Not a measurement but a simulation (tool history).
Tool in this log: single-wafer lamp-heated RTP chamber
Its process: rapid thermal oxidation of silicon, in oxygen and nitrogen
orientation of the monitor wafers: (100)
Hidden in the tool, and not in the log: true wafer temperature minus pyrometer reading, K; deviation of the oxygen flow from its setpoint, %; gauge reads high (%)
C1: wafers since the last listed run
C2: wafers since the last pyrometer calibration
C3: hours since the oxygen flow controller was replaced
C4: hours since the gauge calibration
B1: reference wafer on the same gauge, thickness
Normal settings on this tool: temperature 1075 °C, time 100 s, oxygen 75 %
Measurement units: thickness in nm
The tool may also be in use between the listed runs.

{"run": 1, "hour": 0.0, "temperature": 1075, "time": 100, "oxygen": 57, "C1": 0, "C2": 1884, "C3": 3424.7, "C4": 2734.3, "B1": 10.0, "thickness": 9.462}
{"run": 2, "hour": 98.8, "temperature": 1075, "time": 74, "oxygen": 75, "C1": 631, "C2": 2515, "C3": 3523.5, "C4": 2833.1, "B1": 9.995, "thickness": 9.168}
{"run": 3, "hour": 182.3, "temperature": 1075, "time": 74, "oxygen": 75, "C1": 533, "C2": 3048, "C3": 3607.0, "C4": 2916.6, "B1": 10.02, "thickness": 9.122}
{"run": 4, "hour": 239.3, "temperature": 1075, "time": 74, "oxygen": 75, "C1": 364, "C2": 3413, "C3": 3664.0, "C4": 2973.6, "B1": 9.99, "thickness": 9.057}
{"run": 5, "hour": 544.0, "temperature": 1075, "time": 100, "oxygen": 95, "C1": 1946, "C2": 5360, "C3": 3968.7, "C4": 3278.3, "B1": 9.999, "thickness": 11.435}
{"run": 6, "hour": 601.2, "temperature": 1075, "time": 100, "oxygen": 95, "C1": 365, "C2": 5725, "C3": 4025.9, "C4": 3335.5, "B1": 10.002, "thickness": 11.389}
{"run": 7, "hour": 678.7, "temperature": 1075, "time": 122, "oxygen": 59, "C1": 495, "C2": 6220, "C3": 4103.4, "C4": 3413.0, "B1": 10.0, "thickness": 10.472}
{"run": 8, "hour": 778.2, "temperature": 1075, "time": 122, "oxygen": 59, "C1": 635, "C2": 6856, "C3": 4202.9, "C4": 3512.5, "B1": 9.979, "thickness": 10.431}
{"run": 9, "hour": 816.1, "temperature": 1075, "time": 100, "oxygen": 75, "C1": 242, "C2": 7098, "C3": 4240.8, "C4": 3550.4, "B1": 10.021, "thickness": 10.309}
{"hour": 875.8, "done": "pyrometer window cleaned and pyrometer calibrated"}
{"run": 10, "hour": 876.3, "temperature": 1075, "time": 100, "oxygen": 75, "C1": 333, "C2": 3, "C3": 4301.0, "C4": 3610.6, "B1": 10.007, "thickness": 10.516}
{"run": 11, "hour": 920.2, "temperature": 1090, "time": 100, "oxygen": 75, "C1": 280, "C2": 283, "C3": 4344.9, "C4": 3654.5, "B1": 10.031, "thickness": 11.457}
{"run": 12, "hour": 988.2, "temperature": 1075, "time": 100, "oxygen": 75, "C1": 434, "C2": 718, "C3": 4412.9, "C4": 3722.5, "B1": 9.991, "thickness": 10.43}
{"run": 13, "hour": 1051.3, "temperature": 1075, "time": 100, "oxygen": 75, "C1": 403, "C2": 1121, "C3": 4476.0, "C4": 3785.6, "B1": 10.005, "thickness": 10.501}
{"run": 14, "hour": 1092.3, "temperature": 1101, "time": 121, "oxygen": 75, "C1": 261, "C2": 1383, "C3": 4517.0, "C4": 3826.6, "B1": 10.011, "thickness": 13.572}
{"run": 15, "hour": 1362.7, "temperature": 1075, "time": 100, "oxygen": 75, "C1": 1727, "C2": 3111, "C3": 4787.4, "C4": 4097.0, "B1": 10.025, "thickness": 10.49}
{"hour": 1383.4, "done": "gauge calibrated"}
{"run": 16, "hour": 1463.0, "temperature": 1075, "time": 75, "oxygen": 75, "C1": 640, "C2": 3752, "C3": 4887.7, "C4": 79.6, "B1": 10.026, "thickness": 9.173}
{"run": 17, "hour": 1509.7, "temperature": 1075, "time": 100, "oxygen": 65, "C1": 298, "C2": 4050, "C3": 4934.4, "C4": 126.3, "B1": 10.006, "thickness": 9.892}
{"run": 18, "hour": 1615.3, "temperature": 1089, "time": 100, "oxygen": 75, "C1": 674, "C2": 4725, "C3": 5040.0, "C4": 231.9, "B1": 9.966, "thickness": 11.305}
{"hour": 1669.2, "done": "oxygen flow controller replaced"}
{"run": 19, "hour": 1688.4, "temperature": 1104, "time": 144, "oxygen": 75, "C1": 415, "C2": 5141, "C3": 19.2, "C4": 305.0, "B1": 10.025, "thickness": 14.878}
{"run": 20, "hour": 1727.0, "temperature": 1075, "time": 81, "oxygen": 56, "C1": 246, "C2": 5387, "C3": 57.8, "C4": 343.6, "B1": 10.032, "thickness": 8.459}
{"run": 21, "hour": 1819.2, "temperature": 1051, "time": 150, "oxygen": 53, "C1": 589, "C2": 5976, "C3": 150.0, "C4": 435.8, "B1": 9.963, "thickness": 9.398}
{"run": 22, "hour": 1902.0, "temperature": 1086, "time": 147, "oxygen": 54, "C1": 529, "C2": 6506, "C3": 232.8, "C4": 518.6, "B1": 9.999, "thickness": 11.717}
{"hour": 1979.5, "done": "pyrometer window cleaned and pyrometer calibrated"}
{"run": 23, "hour": 2028.1, "temperature": 1054, "time": 117, "oxygen": 52, "C1": 754, "C2": 310, "C3": 358.9, "C4": 644.7, "B1": 10.005, "thickness": 8.515}
{"run": 24, "hour": 2090.3, "temperature": 1075, "time": 100, "oxygen": 60, "C1": 397, "C2": 708, "C3": 421.1, "C4": 706.9, "B1": 10.002, "thickness": 9.613}
{"run": 25, "hour": 2129.9, "temperature": 1086, "time": 100, "oxygen": 75, "C1": 253, "C2": 961, "C3": 460.7, "C4": 746.5, "B1": 10.01, "thickness": 11.171}
{"run": 26, "hour": 2218.3, "temperature": 1075, "time": 100, "oxygen": 75, "C1": 564, "C2": 1526, "C3": 549.1, "C4": 834.9, "B1": 10.001, "thickness": 10.495}
{"run": 27, "hour": 2286.7, "temperature": 1075, "time": 100, "oxygen": 75, "C1": 437, "C2": 1963, "C3": 617.5, "C4": 903.3, "B1": 10.012, "thickness": 10.399}
{"run": 28, "hour": 2332.6, "temperature": 1075, "time": 100, "oxygen": 75, "C1": 293, "C2": 2256, "C3": 663.4, "C4": 949.2, "B1": 10.005, "thickness": 10.415}
{"run": 29, "hour": 2381.4, "temperature": 1075, "time": 100, "oxygen": 75, "C1": 311, "C2": 2568, "C3": 712.2, "C4": 998.0, "B1": 9.987, "thickness": 10.437}
{"run": 30, "hour": 2463.8, "temperature": 1101, "time": 61, "oxygen": 75, "C1": 526, "C2": 3094, "C3": 794.6, "C4": 1080.4, "B1": 10.01, "thickness": 9.847}
{"run": 31, "hour": 2516.5, "temperature": 1075, "time": 100, "oxygen": 75, "C1": 336, "C2": 3431, "C3": 847.3, "C4": 1133.1, "B1": 10.002, "thickness": 10.351}
{"run": 32, "hour": 2620.8, "temperature": 1059, "time": 130, "oxygen": 98, "C1": 666, "C2": 4097, "C3": 951.6, "C4": 1237.4, "B1": 10.008, "thickness": 11.717}
{"run": 33, "hour": 2684.6, "temperature": 1075, "time": 100, "oxygen": 75, "C1": 407, "C2": 4505, "C3": 1015.4, "C4": 1301.2, "B1": 9.977, "thickness": 10.43}
{"run": 34, "hour": 2792.6, "temperature": 1067, "time": 124, "oxygen": 54, "C1": 690, "C2": 5195, "C3": 1123.4, "C4": 1409.2, "B1": 9.993, "thickness": 9.644}
{"run": 35, "hour": 2845.9, "temperature": 1075, "time": 100, "oxygen": 96, "C1": 340, "C2": 5536, "C3": 1176.7, "C4": 1462.5, "B1": 9.995, "thickness": 11.531}
{"run": 36, "hour": 2927.1, "temperature": 1075, "time": 67, "oxygen": 52, "C1": 518, "C2": 6055, "C3": 1257.9, "C4": 1543.7, "B1": 10.01, "thickness": 7.621}
{"run": 37, "hour": 2967.5, "temperature": 1075, "time": 100, "oxygen": 75, "C1": 258, "C2": 6313, "C3": 1298.3, "C4": 1584.1, "B1": 10.011, "thickness": 10.372}

What if the next run were any one of these 5? Each begins from the tool's condition after run 37:
{"run": "A", "hour": 2968.0, "temperature": 1075, "time": 100, "oxygen": 75, "C1": 3, "C2": 6316, "C3": 1298.8, "C4": 1584.6, "B1": "?", "thickness": "?"}
{"run": "B", "hour": 2968.0, "temperature": 1050, "time": 100, "oxygen": 89, "C1": 3, "C2": 6316, "C3": 1298.8, "C4": 1584.6, "B1": "?", "thickness": "?"}
{"run": "C", "hour": 2968.0, "temperature": 1075, "time": 100, "oxygen": 94, "C1": 3, "C2": 6316, "C3": 1298.8, "C4": 1584.6, "B1": "?", "thickness": "?"}
{"run": "D", "hour": 2968.0, "temperature": 1065, "time": 142, "oxygen": 83, "C1": 3, "C2": 6316, "C3": 1298.8, "C4": 1584.6, "B1": "?", "thickness": "?"}
{"run": "E", "hour": 2968.0, "temperature": 1097, "time": 74, "oxygen": 85, "C1": 3, "C2": 6316, "C3": 1298.8, "C4": 1584.6, "B1": "?", "thickness": "?"}

run=A B1=9.999 thickness=10.336
run=B B1=9.999 thickness=9.289
run=C B1=9.999 thickness=11.221
run=D B1=9.999 thickness=11.805
run=E B1=9.999 thickness=10.870
Take away the tool's hidden state, keep each run's random variation, and the runs would have read:
run=A thickness=10.336
run=B thickness=9.289
run=C thickness=11.221
run=D thickness=11.805
run=E thickness=10.870
